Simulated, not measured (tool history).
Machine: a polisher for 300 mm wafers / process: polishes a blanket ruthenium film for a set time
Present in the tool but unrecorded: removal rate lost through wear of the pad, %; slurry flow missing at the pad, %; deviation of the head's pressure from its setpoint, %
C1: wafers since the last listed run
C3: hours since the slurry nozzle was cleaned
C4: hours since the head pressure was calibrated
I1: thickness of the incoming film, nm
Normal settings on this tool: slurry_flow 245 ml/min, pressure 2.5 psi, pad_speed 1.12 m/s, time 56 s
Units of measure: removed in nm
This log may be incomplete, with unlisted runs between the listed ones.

run 1 hour=0.0 | slurry_flow=245 pressure=2.5 pad_speed=1.12 time=56 | C1=0 wafers_polished_on_this_pad=688 C3=538.7 C4=363.0 | I1=254.2 | removed=79.5
run 2 hour=24.2 | slurry_flow=245 pressure=2.5 pad_speed=1.12 time=56 | C1=190 wafers_polished_on_this_pad=879 C3=562.9 C4=387.2 | I1=253.0 | removed=78.6
-- hour=27.0 head pressure recalibrated
-- hour=32.3 worn pad replaced by a new one
run 3 hour=60.1 | slurry_flow=245 pressure=2.5 pad_speed=1.12 time=56 | C1=235 wafers_polished_on_this_pad=219 C3=598.8 C4=33.1 | I1=252.6 | removed=90.4
run 4 hour=73.4 | slurry_flow=245 pressure=2.5 pad_speed=1.12 time=56 | C1=104 wafers_polished_on_this_pad=323 C3=612.1 C4=46.4 | I1=245.3 | removed=87.9
run 5 hour=87.4 | slurry_flow=245 pressure=2.5 pad_speed=1.12 time=56 | C1=110 wafers_polished_on_this_pad=433 C3=626.1 C4=60.4 | I1=246.4 | removed=84.1
run 6 hour=107.8 | slurry_flow=185 pressure=2.5 pad_speed=1.12 time=56 | C1=160 wafers_polished_on_this_pad=594 C3=646.5 C4=80.8 | I1=246.4 | removed=82.1
run 7 hour=137.8 | slurry_flow=245 pressure=3.1 pad_speed=1.12 time=56 | C1=236 wafers_polished_on_this_pad=830 C3=676.5 C4=110.8 | I1=251.3 | removed=100.7
-- hour=150.5 worn pad replaced by a new one
run 8 hour=151.2 | slurry_flow=245 pressure=3.1 pad_speed=1.12 time=56 | C1=73 wafers_polished_on_this_pad=5 C3=689.9 C4=124.2 | I1=249.5 | removed=107.9
run 9 hour=172.3 | slurry_flow=245 pressure=3.1 pad_speed=1.12 time=56 | C1=166 wafers_polished_on_this_pad=171 C3=711.0 C4=145.3 | I1=252.2 | removed=107.6
run 10 hour=184.7 | slurry_flow=245 pressure=2.5 pad_speed=1.20 time=63 | C1=97 wafers_polished_on_this_pad=269 C3=723.4 C4=157.7 | I1=252.2 | removed=102.4
run 11 hour=203.7 | slurry_flow=245 pressure=2.5 pad_speed=1.20 time=63 | C1=149 wafers_polished_on_this_pad=418 C3=742.4 C4=176.7 | I1=246.7 | removed=99.8
-- hour=213.1 slurry nozzle cleaned
run 12 hour=216.9 | slurry_flow=245 pressure=2.5 pad_speed=1.12 time=56 | C1=96 wafers_polished_on_this_pad=514 C3=3.8 C4=189.9 | I1=249.9 | removed=82.3
run 13 hour=248.2 | slurry_flow=245 pressure=2.5 pad_speed=1.12 time=56 | C1=246 wafers_polished_on_this_pad=761 C3=35.1 C4=221.2 | I1=251.9 | removed=79.0
-- hour=281.5 worn pad replaced by a new one
run 14 hour=299.9 | slurry_flow=245 pressure=2.5 pad_speed=1.12 time=56 | C1=375 wafers_polished_on_this_pad=145 C3=86.8 C4=272.9 | I1=253.9 | removed=85.2
run 15 hour=321.5 | slurry_flow=245 pressure=2.5 pad_speed=1.12 time=56 | C1=170 wafers_polished_on_this_pad=315 C3=108.4 C4=294.5 | I1=255.1 | removed=82.5
run 16 hour=339.9 | slurry_flow=245 pressure=2.5 pad_speed=1.12 time=56 | C1=144 wafers_polished_on_this_pad=459 C3=126.8 C4=312.9 | I1=250.0 | removed=81.4
run 17 hour=374.8 | slurry_flow=245 pressure=2.5 pad_speed=0.90 time=62 | C1=274 wafers_polished_on_this_pad=734 C3=161.7 C4=347.8 | I1=249.6 | removed=69.2
run 18 hour=407.2 | slurry_flow=245 pressure=2.0 pad_speed=1.22 time=56 | C1=255 wafers_polished_on_this_pad=989 C3=194.1 C4=380.2 | I1=250.3 | removed=67.2
-- hour=412.6 worn pad replaced by a new one
run 19 hour=439.5 | slurry_flow=295 pressure=2.5 pad_speed=0.74 time=56 | C1=222 wafers_polished_on_this_pad=211 C3=226.4 C4=412.5 | I1=248.9 | removed=56.1
-- hour=457.3 head pressure recalibrated
run 20 hour=460.9 | slurry_flow=190 pressure=2.1 pad_speed=1.40 time=46 | C1=152 wafers_polished_on_this_pad=364 C3=247.8 C4=3.6 | I1=252.4 | removed=74.3
run 21 hour=479.5 | slurry_flow=190 pressure=2.5 pad_speed=1.40 time=56 | C1=146 wafers_polished_on_this_pad=510 C3=266.4 C4=22.2 | I1=246.0 | removed=104.3
run 22 hour=506.2 | slurry_flow=245 pressure=2.5 pad_speed=1.12 time=56 | C1=210 wafers_polished_on_this_pad=720 C3=293.1 C4=48.9 | I1=248.7 | removed=84.6
run 23 hour=527.2 | slurry_flow=245 pressure=2.5 pad_speed=0.80 time=56 | C1=165 wafers_polished_on_this_pad=886 C3=314.1 C4=69.9 | I1=250.2 | removed=57.6
run 24 hour=543.9 | slurry_flow=190 pressure=2.9 pad_speed=1.12 time=67 | C1=131 wafers_polished_on_this_pad=1017 C3=330.8 C4=86.6 | I1=252.1 | removed=103.9
-- hour=550.9 worn pad replaced by a new one
run 25 hour=562.9 | slurry_flow=170 pressure=2.5 pad_speed=1.12 time=49 | C1=118 wafers_polished_on_this_pad=94 C3=349.8 C4=105.6 | I1=250.5 | removed=74.0
run 26 hour=597.6 | slurry_flow=245 pressure=2.5 pad_speed=0.90 time=62 | C1=273 wafers_polished_on_this_pad=367 C3=384.5 C4=140.3 | I1=250.0 | removed=73.9
run 27 hour=624.8 | slurry_flow=245 pressure=2.5 pad_speed=1.12 time=56 | C1=214 wafers_polished_on_this_pad=581 C3=411.7 C4=167.5 | I1=250.0 | removed=79.5
run 28 hour=640.2 | slurry_flow=245 pressure=2.5 pad_speed=1.12 time=56 | C1=121 wafers_polished_on_this_pad=702 C3=427.1 C4=182.9 | I1=249.5 | removed=80.7

Take each entry between the runs: how does the hidden state at the last listed run before it differ from the hidden state at the first listed run after it?
From run 2 to run 3: head pressure recalibrated (hour 27.0); worn pad replaced by a new one (hour 32.3)
  removal rate lost through wear of the pad, %: 8.36 -> 2.42; deviation of the head's pressure from its setpoint, %: -7.07 -> -1.06
  the result without the hidden state subtracted from the measured one, removed: -13.7 -> -3.3 nm
From run 7 to run 8: worn pad replaced by a new one (hour 150.5)
  removal rate lost through wear of the pad, %: 7.99 -> 0.139; deviation of the head's pressure from its setpoint, %: -3.91 -> -4.28
  the result without the hidden state subtracted from the measured one, removed: -13.2 -> -5.0 nm
From run 11 to run 12: slurry nozzle cleaned (hour 213.1)
  removal rate lost through wear of the pad, %: 3.91 -> 4.85; deviation of the head's pressure from its setpoint, %: -5.42 -> -5.65
  the result without the hidden state subtracted from the measured one, removed: -10.0 -> -9.3 nm
From run 13 to run 14: worn pad replaced by a new one (hour 281.5)
  removal rate lost through wear of the pad, %: 7.1 -> 2.08; deviation of the head's pressure from its setpoint, %: -6.13 -> -6.73
  the result without the hidden state subtracted from the measured one, removed: -11.6 -> -8.1 nm
From run 18 to run 19: worn pad replaced by a new one (hour 412.6)
  removal rate lost through wear of the pad, %: 9.78 -> 2.89; deviation of the head's pressure from its setpoint, %: -7.47 -> -7.61
  the result without the hidden state subtracted from the measured one, removed: -13.3 -> -6.4 nm
From run 19 to run 20: head pressure recalibrated (hour 457.3)
  removal rate lost through wear of the pad, %: 2.89 -> 4.43; deviation of the head's pressure from its setpoint, %: -7.61 -> -0.046
  the result without the hidden state subtracted from the measured one, removed: -6.4 -> -3.4 nm
From run 24 to run 25: worn pad replaced by a new one (hour 550.9)
  removal rate lost through wear of the pad, %: 10.4 -> 1.68; deviation of the head's pressure from its setpoint, %: -3.69 -> -4.28
  the result without the hidden state subtracted from the measured one, removed: -16.4 -> -4.6 nm
